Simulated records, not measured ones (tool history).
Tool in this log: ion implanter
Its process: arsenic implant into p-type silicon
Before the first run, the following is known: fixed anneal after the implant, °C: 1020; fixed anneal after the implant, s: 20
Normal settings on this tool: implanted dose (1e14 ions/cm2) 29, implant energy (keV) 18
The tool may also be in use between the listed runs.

| run | hour | implanted dose (1e14 ions/cm2) | implant energy (keV) | wafers since the last listed run | hours since the last dose calibration | hours since the extraction supply was calibrated | hours since the gauge calibration | read-back reference wafer on the same gauge, sheet resistance | sheet resistance of the implanted and annealed layer (ohm/square) |
|---|---|---|---|---|---|---|---|---|---|
| 1 | 0 | 23.02 | 15 | 0 | 1250 | 5900.1 | 1114.1 | 76.44 | 99.26 |
| 2 | 105.3 | 29 | 18 | 2628 | 1355.3 | 6005.4 | 1219.4 | 76.37 | 91.6 |
| 3 | 145 | 29 | 18 | 990 | 1395 | 6045.1 | 1259.1 | 76.4 | 91.72 |
|  | 159.7 | gauge calibrated |
| 4 | 182.7 | 29 | 18 | 940 | 1432.7 | 6082.8 | 23 | 76.31 | 91.46 |
| 5 | 251.4 | 29 | 18 | 1714 | 1501.4 | 6151.5 | 91.7 | 76.36 | 91.48 |
| 6 | 288 | 29 | 18 | 913 | 1538 | 6188.1 | 128.3 | 76.39 | 91.32 |
| 7 | 384.5 | 29 | 18 | 2408 | 1634.5 | 6284.6 | 224.8 | 76.39 | 91.44 |
| 8 | 437.8 | 29 | 18 | 1330 | 1687.8 | 6337.9 | 278.1 | 76.42 | 91.34 |
| 9 | 509.3 | 29 | 18 | 1784 | 1759.3 | 6409.4 | 349.6 | 76.36 | 91.4 |
| 10 | 548 | 31.43 | 16.5 | 965 | 1798 | 6448.1 | 388.3 | 76.45 | 92.36 |
| 11 | 607.7 | 35.48 | 18 | 1490 | 1857.7 | 6507.8 | 448 | 76.41 | 88.36 |
|  | 673.4 | extraction supply calibrated |
| 12 | 683.1 | 35.48 | 18 | 1682 | 1933.1 | 9.7 | 523.4 | 76.38 | 88.44 |
| 13 | 737.9 | 35.48 | 18 | 1367 | 1987.9 | 64.5 | 578.2 | 76.42 | 88.71 |
|  | 807 | Faraday cup replaced and dose calibrated |
| 14 | 835.2 | 23.02 | 15 | 2228 | 28.2 | 161.8 | 675.5 | 76.37 | 99.79 |
| 15 | 919.2 | 33.35 | 15.5 | 2096 | 112.2 | 245.8 | 759.5 | 76.37 | 93.32 |
| 16 | 984 | 29 | 18 | 1617 | 177 | 310.6 | 824.3 | 76.42 | 91.73 |
| 17 | 1065.1 | 25.81 | 22 | 2024 | 258.1 | 391.7 | 905.4 | 76.4 | 88.06 |
| 18 | 1140.2 | 24.98 | 18 | 1874 | 333.2 | 466.8 | 980.5 | 76.44 | 93.95 |
| 19 | 1186.5 | 22.39 | 20.5 | 1155 | 379.5 | 513.1 | 1026.8 | 76.43 | 92.1 |
| 20 | 1271.9 | 36.75 | 20 | 2131 | 464.9 | 598.5 | 1112.2 | 76.42 | 85.67 |
| 21 | 1347 | 29 | 24 | 1874 | 540 | 673.6 | 1187.3 | 76.39 | 83.84 |

Estimate the outcome of run 22 from the log above:
|  | 1400.2 | gauge calibrated |
| 22 | 1431.1 | 23.86 | 16.5 | 2099 | 624.1 | 757.7 | 30.9 | ? | ? |

{"run 22": {"read-back reference wafer on the same gauge, sheet resistance": 76.42, "sheet resistance of the implanted and annealed layer (ohm/square)": 96.68}}
If the tool had no hidden condition, the same run with the same run-to-run variation would have returned sheet resistance of the implanted and annealed layer (ohm/square) 97.12.
